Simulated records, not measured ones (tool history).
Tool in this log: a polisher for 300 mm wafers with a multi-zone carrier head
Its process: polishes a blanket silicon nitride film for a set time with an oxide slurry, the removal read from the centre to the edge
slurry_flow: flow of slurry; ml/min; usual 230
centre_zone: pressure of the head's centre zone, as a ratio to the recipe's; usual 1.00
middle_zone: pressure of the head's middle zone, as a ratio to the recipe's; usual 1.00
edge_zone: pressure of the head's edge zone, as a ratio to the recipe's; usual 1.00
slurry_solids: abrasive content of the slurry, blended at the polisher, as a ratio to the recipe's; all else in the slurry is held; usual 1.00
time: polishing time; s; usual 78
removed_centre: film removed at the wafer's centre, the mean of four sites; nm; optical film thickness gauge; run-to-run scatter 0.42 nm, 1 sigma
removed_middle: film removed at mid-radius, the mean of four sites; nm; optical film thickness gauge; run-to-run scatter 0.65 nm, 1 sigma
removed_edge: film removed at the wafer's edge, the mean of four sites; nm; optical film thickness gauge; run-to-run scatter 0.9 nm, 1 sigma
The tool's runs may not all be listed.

| run | hour | slurry_flow | centre_zone | middle_zone | edge_zone | slurry_solids | time | wafers since the last listed run | wafers polished on this pad | hours since the slurry nozzle was cleaned | hours since the centre zone pressure was calibrated | hours since the edge zone pressure was calibrated | hours since the carrier head's membrane was replaced | incoming thickness of the incoming film, nm | removed_centre | removed_middle | removed_edge |
|---|---|---|---|---|---|---|---|---|---|---|---|---|---|---|---|---|---|
| 1 | 0.0 | 230 | 0.97 | 1.00 | 1.00 | 1.00 | 98 | 0 | 939 | 460.7 | 141.4 | 45.4 | 1225.5 | 604.5 | 81.2 | 77.6 | 80.3 |
| 2 | 33.5 | 230 | 0.97 | 1.00 | 1.00 | 1.00 | 98 | 375 | 1315 | 494.2 | 174.9 | 78.9 | 1259.0 | 595.0 | 82.0 | 78.4 | 79.9 |
| 3 | 55.2 | 230 | 1.00 | 1.00 | 1.00 | 1.00 | 78 | 243 | 1558 | 515.9 | 196.6 | 100.6 | 1280.7 | 595.0 | 67.2 | 61.1 | 62.4 |
|  | 88.6 | carrier head's membrane replaced by a new one |
|  | 137.7 | worn pad replaced by a new one |
| 4 | 139.2 | 230 | 1.00 | 1.00 | 1.00 | 1.00 | 78 | 841 | 16 | 599.9 | 280.6 | 184.6 | 50.6 | 596.6 | 70.1 | 64.9 | 64.9 |
| 5 | 171.6 | 230 | 1.00 | 1.00 | 1.00 | 1.00 | 78 | 363 | 380 | 632.3 | 313.0 | 217.0 | 83.0 | 591.7 | 69.1 | 65.0 | 66.2 |
|  | 185.3 | centre zone pressure recalibrated |
| 6 | 185.8 | 230 | 1.00 | 1.00 | 1.00 | 1.00 | 78 | 136 | 517 | 646.5 | 0.5 | 231.2 | 97.2 | 606.6 | 63.2 | 62.8 | 66.3 |
| 7 | 219.0 | 175 | 1.00 | 1.00 | 0.97 | 1.00 | 78 | 372 | 889 | 679.7 | 33.7 | 264.4 | 130.4 | 603.4 | 61.0 | 60.9 | 61.2 |
| 8 | 249.6 | 230 | 1.00 | 1.00 | 1.00 | 1.00 | 78 | 343 | 1233 | 710.3 | 64.3 | 295.0 | 161.0 | 590.8 | 63.9 | 63.1 | 63.1 |
| 9 | 353.5 | 200 | 0.94 | 1.00 | 1.00 | 0.80 | 78 | 1165 | 2398 | 814.2 | 168.2 | 398.9 | 264.9 | 595.5 | 53.6 | 55.1 | 55.7 |
| 10 | 377.6 | 275 | 1.00 | 0.96 | 1.00 | 1.00 | 78 | 270 | 2669 | 838.3 | 192.3 | 423.0 | 289.0 | 591.0 | 66.5 | 61.1 | 63.2 |
|  | 386.1 | worn pad replaced by a new one |
| 11 | 403.4 | 230 | 1.00 | 1.00 | 0.93 | 1.00 | 105 | 244 | 194 | 864.1 | 218.1 | 448.8 | 314.8 | 595.4 | 92.6 | 85.8 | 84.6 |
|  | 420.5 | slurry nozzle cleaned |
| 12 | 425.7 | 160 | 1.06 | 1.00 | 1.00 | 1.00 | 91 | 239 | 433 | 5.2 | 240.4 | 471.1 | 337.1 | 605.5 | 80.9 | 69.9 | 72.5 |
| 13 | 454.3 | 230 | 1.00 | 1.00 | 1.00 | 1.00 | 78 | 320 | 754 | 33.8 | 269.0 | 499.7 | 365.7 | 589.4 | 67.8 | 63.6 | 63.2 |
| 14 | 474.3 | 230 | 1.03 | 1.05 | 1.00 | 1.00 | 78 | 224 | 978 | 53.8 | 289.0 | 519.7 | 385.7 | 597.7 | 69.6 | 65.1 | 64.1 |
| 15 | 506.9 | 230 | 1.00 | 1.00 | 1.00 | 1.00 | 78 | 365 | 1344 | 86.4 | 321.6 | 552.3 | 418.3 | 596.4 | 67.3 | 61.8 | 63.8 |
| 16 | 521.5 | 230 | 1.00 | 1.00 | 1.00 | 1.00 | 78 | 163 | 1508 | 101.0 | 336.2 | 566.9 | 432.9 | 588.7 | 67.5 | 61.8 | 61.4 |
| 17 | 534.7 | 230 | 1.00 | 1.00 | 1.00 | 1.00 | 78 | 148 | 1656 | 114.2 | 349.4 | 580.1 | 446.1 | 598.2 | 66.3 | 60.4 | 62.5 |
| 18 | 565.7 | 230 | 1.03 | 1.05 | 1.00 | 1.00 | 78 | 347 | 2004 | 145.2 | 380.4 | 611.1 | 477.1 | 607.2 | 68.9 | 62.9 | 62.6 |
|  | 583.6 | worn pad replaced by a new one |
|  | 598.8 | centre zone pressure recalibrated |
| 19 | 607.1 | 230 | 0.97 | 1.00 | 1.00 | 1.00 | 58 | 397 | 241 | 186.6 | 8.3 | 652.5 | 518.5 | 599.6 | 46.1 | 47.1 | 48.5 |
| 20 | 642.1 | 230 | 1.00 | 1.00 | 1.05 | 1.25 | 57 | 392 | 634 | 221.6 | 43.3 | 687.5 | 553.5 | 590.2 | 53.3 | 50.3 | 54.1 |
| 21 | 667.0 | 155 | 0.89 | 1.03 | 0.91 | 1.00 | 78 | 279 | 913 | 246.5 | 68.2 | 712.4 | 578.4 | 603.6 | 55.9 | 61.5 | 59.9 |
| 22 | 696.4 | 230 | 1.00 | 1.00 | 1.00 | 1.00 | 78 | 329 | 1243 | 275.9 | 97.6 | 741.8 | 607.8 | 590.8 | 66.7 | 62.6 | 63.6 |
| 23 | 721.2 | 230 | 1.05 | 1.00 | 1.05 | 1.00 | 78 | 278 | 1521 | 300.7 | 122.4 | 766.6 | 632.6 | 610.1 | 69.7 | 60.8 | 65.1 |

3 ways to go on from here, each from the tool as it stands after run 23. What would each give?
| A | 721.6 | 230 | 1.00 | 1.00 | 1.06 | 1.00 | 78 | 4 | 1526 | 301.1 | 122.8 | 767.0 | 633.0 | 595.9 | ? | ? | ? |
| B | 721.6 | 230 | 0.88 | 1.04 | 1.00 | 0.85 | 78 | 4 | 1526 | 301.1 | 122.8 | 767.0 | 633.0 | 595.9 | ? | ? | ? |
| C | 721.6 | 165 | 1.04 | 1.00 | 1.00 | 0.90 | 78 | 4 | 1526 | 301.1 | 122.8 | 767.0 | 633.0 | 595.9 | ? | ? | ? |

| run | removed_centre | removed_middle | removed_edge |
|---|---|---|---|
| A | 65.9 | 63.9 | 65.5 |
| B | 53.8 | 60.5 | 59.1 |
| C | 62.4 | 58.5 | 58.9 |
With no hidden state in the tool, these same runs would have given:
| run | removed_centre | removed_middle | removed_edge |
|---|---|---|---|
| A | 64.6 | 66.2 | 67.9 |
| B | 52.8 | 62.7 | 61.3 |
| C | 61.2 | 60.6 | 61.0 |
